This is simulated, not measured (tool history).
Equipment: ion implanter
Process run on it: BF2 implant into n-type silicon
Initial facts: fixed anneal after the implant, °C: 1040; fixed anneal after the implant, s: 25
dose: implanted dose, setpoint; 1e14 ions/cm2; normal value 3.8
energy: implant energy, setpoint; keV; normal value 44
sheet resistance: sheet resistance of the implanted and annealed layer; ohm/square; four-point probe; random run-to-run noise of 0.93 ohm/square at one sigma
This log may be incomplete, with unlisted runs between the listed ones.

run	day	dose	energy	wafers since the last listed run	hours since the last dose calibration	hours since the extraction supply was calibrated	hours since the gauge calibration	read-back reference wafer on the same gauge, sheet resistance	sheet resistance
1	0	3.8	44	0	1739.4	1543	752.2	246.06	278.9
2	2.279	3.8	44	850	1794.1	1597.7	806.9	245.91	277.6
3	3.812	3.8	44	572	1830.9	1634.5	843.7	245.91	278.24
4	6.325	3.8	44	937	1891.2	1694.8	904	245.92	277.61
5	8.567	3.8	44	836	1945	1748.6	957.8	246.1	277.44
6	11.179	3.8	44	974	2007.7	1811.3	1020.5	245.87	276.83
7	14.933	3.8	55	1400	2097.8	1901.4	1110.6	245.96	269.85
8	17.854	3.8	44	1089	2167.9	1971.5	1180.7	245.93	275.97
9	20.817	4.33	39.5	1105	2239	2042.6	1251.8	246.17	248.86
10	23.554	4.33	39.5	1021	2304.7	2108.3	1317.5	246.19	247.11
11	24.704	4.33	39.5	429	2332.3	2135.9	1345.1	245.99	249.07
# day 25.617: gauge calibrated
# day 26.167: Faraday cup replaced and dose calibrated
12	26.654	3.8	44	603	11.7	2182.7	24.9	245.7	283.87
# day 28.171: extraction supply calibrated
13	28.525	3.8	44	573	56.6	8.5	69.8	246.13	283.08
14	30.958	3.8	44	907	115	66.9	128.2	245.87	283.21
15	33.342	3.8	38.5	889	172.2	124.1	185.4	245.75	286.33
16	36.296	4.49	49	1102	243.1	195	256.3	246.06	243.32
17	42.354	4.85	30.5	2260	388.5	340.4	401.7	246.08	237.01
18	43.842	3.8	44	554	424.2	376.1	437.4	246.05	283.55
19	46.042	3.5	44	820	477	428.9	490.2	246.15	304.43
20	47.646	2.7	30	598	515.5	467.4	528.7	246.32	391.1
21	49.958	3.8	44	862	571	522.9	584.2	245.7	281.81
22	58.658	3.8	58	3245	779.8	731.7	793	245.94	273.9
23	60.379	2.8	54	642	821.1	773	834.3	245.94	354.13
24	61.912	3.8	44	572	857.9	809.8	871.1	246.06	282.17
25	64.558	3.8	44	987	921.4	873.3	934.6	245.94	281.9
26	66.717	3.36	36.5	805	973.2	925.1	986.4	245.9	315.83
27	74.188	3.26	48.5	2787	1152.5	1104.4	1165.7	246.05	312.67
28	76.925	3.8	44	1021	1218.2	1170.1	1231.4	246.2	280.95
29	78.425	2.66	44	559	1254.2	1206.1	1267.4	245.91	376.56
# day 80.367: gauge calibrated
30	80.479	4.37	44	766	1303.5	1255.4	2.7	246.13	249.4
31	82.262	4.21	50.5	665	1346.3	1298.2	45.5	245.89	253.16

What if the next run were any one of these 4? Each begins from the tool's condition after run 31:
A	82.279	3.51	44	6	1346.7	1298.6	45.9	?	?
B	82.279	2.82	37.5	6	1346.7	1298.6	45.9	?	?
C	82.279	4.76	39	6	1346.7	1298.6	45.9	?	?
D	82.279	3.07	44	6	1346.7	1298.6	45.9	?	?

run	read-back reference wafer on the same gauge, sheet resistance	sheet resistance
A	245.84	300.77
B	245.84	366.62
C	245.84	235.39
D	245.84	335.94
The same runs, with their run-to-run variation unchanged, on a tool lacking any hidden condition would have given:
run	sheet resistance
A	305.61
B	372.58
C	239.3
D	341.35

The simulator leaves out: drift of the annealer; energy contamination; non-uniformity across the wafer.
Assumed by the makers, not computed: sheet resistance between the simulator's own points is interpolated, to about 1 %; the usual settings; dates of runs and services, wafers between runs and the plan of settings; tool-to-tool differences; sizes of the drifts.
